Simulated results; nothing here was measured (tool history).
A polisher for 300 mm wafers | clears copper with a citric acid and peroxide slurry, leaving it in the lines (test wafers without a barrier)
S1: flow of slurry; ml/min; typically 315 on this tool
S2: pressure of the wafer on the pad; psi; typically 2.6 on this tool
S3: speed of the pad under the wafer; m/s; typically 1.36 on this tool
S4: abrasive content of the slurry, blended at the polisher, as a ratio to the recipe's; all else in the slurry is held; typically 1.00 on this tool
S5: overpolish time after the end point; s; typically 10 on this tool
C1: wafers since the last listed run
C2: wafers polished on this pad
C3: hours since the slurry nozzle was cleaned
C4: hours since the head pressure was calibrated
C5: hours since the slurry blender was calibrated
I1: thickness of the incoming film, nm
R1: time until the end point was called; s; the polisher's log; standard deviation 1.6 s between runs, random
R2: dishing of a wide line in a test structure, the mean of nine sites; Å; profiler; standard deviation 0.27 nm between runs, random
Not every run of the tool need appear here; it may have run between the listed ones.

Run 1, day 0.000: usual settings but S1 265 ml/min; C1 0; C2 216; C3 611.2; C4 476.1; C5 247.9; I1 313.9. Result: R1 113.3 s, R2 209 Å.
Run 2, day 0.458: usual settings; C1 67; C2 284; C3 622.2; C4 487.1; C5 258.9; I1 312.1. Result: R1 111.9 s, R2 213 Å.
Run 3, day 1.008: usual settings; C1 81; C2 366; C3 635.4; C4 500.3; C5 272.1; I1 318.6. Result: R1 112.5 s, R2 216 Å.
Run 4, day 1.538: usual settings; C1 78; C2 444; C3 648.1; C4 513.0; C5 284.8; I1 319.4. Result: R1 113.2 s, R2 211 Å.
At day 1.621: slurry nozzle cleaned.
Run 5, day 1.912: usual settings but S1 410 ml/min, S3 1.48 m/s, S5 5 s; C1 49; C2 494; C3 7.0; C4 522.0; C5 293.8; I1 311.9. Result: R1 100.4 s, R2 123 Å.
Run 6, day 2.300: usual settings but S1 395 ml/min, S4 0.85, S5 7 s; C1 57; C2 551; C3 16.3; C4 531.3; C5 303.1; I1 314.0. Result: R1 113.3 s, R2 152 Å.
Run 7, day 2.846: usual settings; C1 80; C2 632; C3 29.4; C4 544.4; C5 316.2; I1 310.7. Result: R1 110.9 s, R2 219 Å.
Run 8, day 3.204: usual settings; C1 53; C2 685; C3 38.0; C4 553.0; C5 324.8; I1 314.8. Result: R1 110.1 s, R2 221 Å.
Run 9, day 3.838: usual settings but S4 0.90; C1 93; C2 779; C3 53.2; C4 568.2; C5 340.0; I1 308.6. Result: R1 108.4 s, R2 217 Å.
Run 10, day 4.142: usual settings but S3 1.70 m/s, S4 1.30, S5 7 s; C1 45; C2 824; C3 60.5; C4 575.5; C5 347.3; I1 313.9. Result: R1 85.9 s, R2 202 Å.
At day 5.150: worn pad replaced by a new one.
Run 11, day 5.171: usual settings; C1 127; C2 2; C3 85.2; C4 600.2; C5 372.0; I1 316.4. Result: R1 108.3 s, R2 222 Å.
At day 5.350: head pressure recalibrated.
Run 12, day 5.692: usual settings; C1 64; C2 67; C3 97.7; C4 8.2; C5 384.5; I1 314.2. Result: R1 127.7 s, R2 194 Å.
Run 13, day 6.004: usual settings but S1 255 ml/min, S2 3.3 psi, S3 1.14 m/s, S4 1.25; C1 46; C2 113; C3 105.2; C4 15.7; C5 392.0; I1 314.2. Result: R1 109.3 s, R2 228 Å.
Run 14, day 6.729: usual settings; C1 107; C2 221; C3 122.6; C4 33.1; C5 409.4; I1 314.7. Result: R1 126.1 s, R2 199 Å.
Run 15, day 6.996: usual settings but S1 360 ml/min, S4 0.70, S5 12 s; C1 39; C2 260; C3 129.0; C4 39.5; C5 415.8; I1 316.1. Result: R1 135.6 s, R2 206 Å.
Run 16, day 7.621: usual settings but S2 3.0 psi, S3 1.58 m/s; C1 92; C2 353; C3 144.0; C4 54.5; C5 430.8; I1 316.6. Result: R1 98.0 s, R2 246 Å.
Run 17, day 9.004: usual settings but S1 285 ml/min, S3 1.56 m/s, S4 0.90, S5 15 s; C1 205; C2 558; C3 177.2; C4 87.7; C5 464.0; I1 316.4. Result: R1 116.6 s, R2 297 Å.
Run 18, day 9.254: usual settings; C1 37; C2 595; C3 183.2; C4 93.7; C5 470.0; I1 315.2. Result: R1 124.0 s, R2 189 Å.
At day 9.483: slurry blender recalibrated.
Run 19, day 9.550: usual settings; C1 31; C2 627; C3 190.3; C4 100.8; C5 1.6; I1 316.3. Result: R1 126.3 s, R2 193 Å.
Run 20, day 10.154: usual settings but S1 260 ml/min, S2 2.1 psi, S3 1.02 m/s, S4 0.75; C1 89; C2 716; C3 204.8; C4 115.3; C5 16.1; I1 312.9. Result: R1 210.6 s, R2 123 Å.
Run 21, day 10.612: usual settings; C1 67; C2 784; C3 215.8; C4 126.3; C5 27.1; I1 314.5. Result: R1 124.1 s, R2 202 Å.
Run 22, day 11.308: usual settings but S1 360 ml/min, S3 1.66 m/s, S4 0.80; C1 103; C2 887; C3 232.5; C4 143.0; C5 43.8; I1 318.3. Result: R1 113.6 s, R2 215 Å.
At day 11.679: worn pad replaced by a new one.
Run 23, day 11.871: usual settings but S1 425 ml/min, S2 3.3 psi; C1 58; C2 28; C3 246.0; C4 156.5; C5 57.3; I1 316.7. Result: R1 95.0 s, R2 248 Å.
Run 24, day 12.496: usual settings but S2 2.1 psi, S3 1.72 m/s, S4 0.85, S5 8 s; C1 92; C2 121; C3 261.0; C4 171.5; C5 72.3; I1 309.3. Result: R1 131.2 s, R2 147 Å.
Run 25, day 13.150: usual settings but S1 255 ml/min, S2 3.1 psi, S4 0.90; C1 96; C2 218; C3 276.7; C4 187.2; C5 88.0; I1 319.4. Result: R1 112.0 s, R2 227 Å.
Run 26, day 13.712: usual settings; C1 83; C2 301; C3 290.2; C4 200.7; C5 101.5; I1 314.0. Result: R1 120.7 s, R2 198 Å.
Run 27, day 14.283: usual settings but S2 3.1 psi, S5 8 s; C1 84; C2 386; C3 303.9; C4 214.4; C5 115.2; I1 314.0. Result: R1 102.1 s, R2 189 Å.
Run 28, day 14.679: usual settings but S5 14 s; C1 58; C2 444; C3 313.4; C4 223.9; C5 124.7; I1 316.4. Result: R1 122.4 s, R2 261 Å.

How the hidden state differs across the entries between the runs, from the last listed run before each to the first after it:
Logged between run 4 and run 5: slurry nozzle cleaned (day 1.621)
  deviation of the head's pressure from its setpoint, %: 10.5 -> 10.9
  the result without the hidden state subtracted from the measured one, R1: -11.6 -> -10.7 s; R2: +18 -> +12 Å
Logged between run 10 and run 11: worn pad replaced by a new one (day 5.150)
  deviation of the head's pressure from its setpoint, %: 13.4 -> 14.6
  the result without the hidden state subtracted from the measured one, R1: -11.3 -> -15.5 s; R2: +22 -> +27 Å
Logged between run 11 and run 12: head pressure recalibrated (day 5.350)
  deviation of the head's pressure from its setpoint, %: 14.6 -> -1.41
  the result without the hidden state subtracted from the measured one, R1: -15.5 -> +1.8 s; R2: +27 -> -2 Å
Logged between run 18 and run 19: slurry blender recalibrated (day 9.483)
  deviation of the head's pressure from its setpoint, %: -1.03 -> -0.973
  the result without the hidden state subtracted from the measured one, R1: +1.3 -> +1.2 s; R2: -2 -> -1 Å
Logged between run 22 and run 23: worn pad replaced by a new one (day 11.679)
  deviation of the head's pressure from its setpoint, %: -0.53 -> -0.356
  the result without the hidden state subtracted from the measured one, R1: +0.6 -> +0.3 s; R2: -1 -> -1 Å
